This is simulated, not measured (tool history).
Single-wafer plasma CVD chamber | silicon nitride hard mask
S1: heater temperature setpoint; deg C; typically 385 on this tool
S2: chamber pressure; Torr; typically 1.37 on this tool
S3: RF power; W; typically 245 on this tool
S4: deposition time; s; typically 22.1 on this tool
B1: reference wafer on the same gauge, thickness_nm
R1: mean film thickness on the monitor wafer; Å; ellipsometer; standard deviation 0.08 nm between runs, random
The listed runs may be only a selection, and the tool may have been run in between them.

run 1 hour=0 | S1=385 S2=1.37 S3=255 S4=22.1 | B1=23.108 | R1=214.47
run 2 hour=55.3 | S1=385 S2=1.61 S3=245 S4=22.1 | B1=23.073 | R1=221.58
run 3 hour=80.8 | S1=385 S2=1.61 S3=245 S4=22.1 | B1=23.104 | R1=222.36
run 4 hour=118.9 | S1=385 S2=1.61 S3=245 S4=22.1 | B1=23.092 | R1=221.87
run 5 hour=154.2 | S1=385 S2=1.37 S3=245 S4=22.1 | B1=23.104 | R1=208.3
run 6 hour=183.2 | S1=385 S2=1.37 S3=245 S4=22.1 | B1=23.107 | R1=208.66
run 7 hour=214.3 | S1=385 S2=1.37 S3=245 S4=22.1 | B1=23.093 | R1=208.2
-- hour=229.1 gauge calibrated
run 8 hour=292.8 | S1=385 S2=1.37 S3=245 S4=22.1 | B1=23.132 | R1=208.02
-- hour=414.9 RF generator calibrated
run 9 hour=456.8 | S1=385 S2=1.37 S3=245 S4=22.1 | B1=23.087 | R1=211.7
run 10 hour=506 | S1=385 S2=1.37 S3=245 S4=22.1 | B1=23.072 | R1=211.69
run 11 hour=540.9 | S1=377 S2=1.37 S3=290 S4=22.1 | B1=23.107 | R1=245.36
run 12 hour=700.1 | S1=375 S2=1.17 S3=210 S4=26.2 | B1=23.1 | R1=203.1
run 13 hour=740.5 | S1=395 S2=1.37 S3=280 S4=22.1 | B1=23.095 | R1=234.38
run 14 hour=776.4 | S1=385 S2=1.61 S3=245 S4=22.1 | B1=23.098 | R1=226.73
run 15 hour=810 | S1=385 S2=1.37 S3=245 S4=22.1 | B1=23.103 | R1=211.67
run 16 hour=847.9 | S1=385 S2=1.37 S3=245 S4=22.1 | B1=23.097 | R1=211.09
run 17 hour=883.2 | S1=385 S2=1.23 S3=275 S4=22.1 | B1=23.105 | R1=220.44
run 18 hour=949.3 | S1=385 S2=1.37 S3=245 S4=22.1 | B1=23.136 | R1=212.95
run 19 hour=1000.7 | S1=385 S2=1.37 S3=245 S4=23.7 | B1=23.111 | R1=225.8
run 20 hour=1041.3 | S1=385 S2=1.37 S3=245 S4=23.7 | B1=23.107 | R1=226.87
run 21 hour=1079.9 | S1=397 S2=1.37 S3=270 S4=26.2 | B1=23.101 | R1=267.98
-- hour=1088.9 thermocouple changed; heater temperature recalibrated
run 22 hour=1136.4 | S1=385 S2=1.37 S3=245 S4=22.1 | B1=23.12 | R1=211.41
-- hour=1159.3 showerhead replaced
run 23 hour=1160.6 | S1=385 S2=1.04 S3=245 S4=18.5 | B1=23.075 | R1=152.39
-- hour=1180.4 capacitance manometer re-zeroed and calibrated
run 24 hour=1243 | S1=385 S2=1.12 S3=280 S4=22.1 | B1=23.093 | R1=211.11
run 25 hour=1286.2 | S1=371 S2=1.37 S3=245 S4=26.4 | B1=23.107 | R1=251.82
run 26 hour=1326.1 | S1=385 S2=1.37 S3=245 S4=17.9 | B1=23.076 | R1=170.8
run 27 hour=1515.8 | S1=381 S2=1.08 S3=270 S4=25.9 | B1=23.107 | R1=236.47
run 28 hour=1565.6 | S1=385 S2=1.58 S3=245 S4=22.1 | B1=23.093 | R1=221.79
run 29 hour=1610.1 | S1=385 S2=1.37 S3=245 S4=26 | B1=23.118 | R1=247.54

3 ways to go on from here, each from the tool as it stands after run 29. What would each give?
run A hour=1610.5 | S1=385 S2=1.37 S3=245 S4=22.1 | B1=? | R1=?
run B hour=1610.5 | S1=385 S2=1.11 S3=265 S4=20.7 | B1=? | R1=?
run C hour=1610.5 | S1=385 S2=1.7 S3=245 S4=22.1 | B1=? | R1=?

run=A B1=23.093 R1=211.84
run=B B1=23.093 R1=190.6
run=C B1=23.093 R1=231.25
With the hidden condition removed and each run's random variation left untouched, the same runs would have given:
run=A R1=213.89
run=B R1=192.44
run=C R1=233.48
